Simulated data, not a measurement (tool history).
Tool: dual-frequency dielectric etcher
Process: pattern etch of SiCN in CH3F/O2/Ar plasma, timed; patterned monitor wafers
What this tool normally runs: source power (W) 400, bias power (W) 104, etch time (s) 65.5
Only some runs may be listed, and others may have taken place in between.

run    hour  source power (W)  bias power (W)  etch time (s)  read-back reference wafer on the same gauge, depth_nm  mean etch depth across the wafer (angstrom)
  1       0               400              92           65.5                                                  23.59                                        260.2
  2    48.8               400             104           65.5                                                  23.59                                        272.6
  3    93.6               400             104           65.5                                                  23.59                                        271.9
  4   190.4               400             104           65.5                                                  23.59                                        272.7
  5   277.6               400             110           76.5                                                  23.61                                          326
  6     371               400             110           76.5                                                  23.59                                        327.1
  7   476.7               400             110           76.5                                                   23.6                                        327.2
  8   514.5               400             104           65.5                                                  23.59                                        273.5
      598.7  -- wet clean of the chamber
      600.3  -- bias power generator calibrated
  9   621.9               460             104           65.5                                                   23.6                                        286.3
      654.5  -- gauge calibrated
 10   669.3               460             104           65.5                                                  23.59                                        285.8
 11   758.7               460             104           65.5                                                  23.59                                        286.3
 12   824.1               400             104           65.5                                                  23.61                                        271.7
 13   891.5               450             104             70                                                  23.59                                        303.9
 14     946               450             104             70                                                   23.6                                        303.2
     1003.7  -- source power generator calibrated
 15    1005               370             104           65.5                                                  23.61                                        264.3
       1190  -- upper electrode replaced
     1209.5  -- wet clean of the chamber
 16  1275.1               370             104           53.5                                                   23.6                                        216.1
 17  1380.3               400              96           65.5                                                  23.61                                        262.9
 18  1452.6               400             104           65.5                                                   23.6                                        271.6
 19  1501.1               400             104           65.5                                                   23.6                                        273.1
 20  1547.7               400              88           65.5                                                   23.6                                        256.8
 21  1643.2               470             104           73.5                                                  23.61                                        323.5
 22  1723.1               300              87           52.5                                                   23.6                                        184.2
     1770.4  -- wet clean of the chamber
 23  1822.5               400             104           65.5                                                  23.61                                        271.7
 24  1871.5               400             104           65.5                                                   23.6                                        273.5
 25  1931.7               320             130             71                                                   23.6                                          297
 26  1992.3               310             104           49.5                                                   23.6                                          188
 27  2065.4               400             104           65.5                                                  23.59                                        272.3
 28    2111               490             104           48.5                                                   23.6                                        218.3
 29  2218.9               440              83             59                                                  23.61                                        235.1
 30  2301.2               370             104           65.5                                                   23.6                                        265.3

4 options for the next run, each taken on its own from the tool as it stands now. Forecast them:
  A  2301.6               400              90           65.5                                                      ?                                            ?
  B  2301.6               460              90             50                                                      ?                                            ?
  C  2301.6               400             128             50                                                      ?                                            ?
  D  2301.6               450             126             51                                                      ?                                            ?

run  read-back reference wafer on the same gauge, depth_nm  mean etch depth across the wafer (angstrom)
  A                                                  23.61                                        259.1
  B                                                  23.61                                        208.2
  C                                                  23.61                                        225.5
  D                                                  23.61                                        238.5
Without the tool's unlogged condition, the same runs would have read:
run  mean etch depth across the wafer (angstrom)
  A                                          257
  B                                        206.5
  C                                        223.5
  D                                        236.4
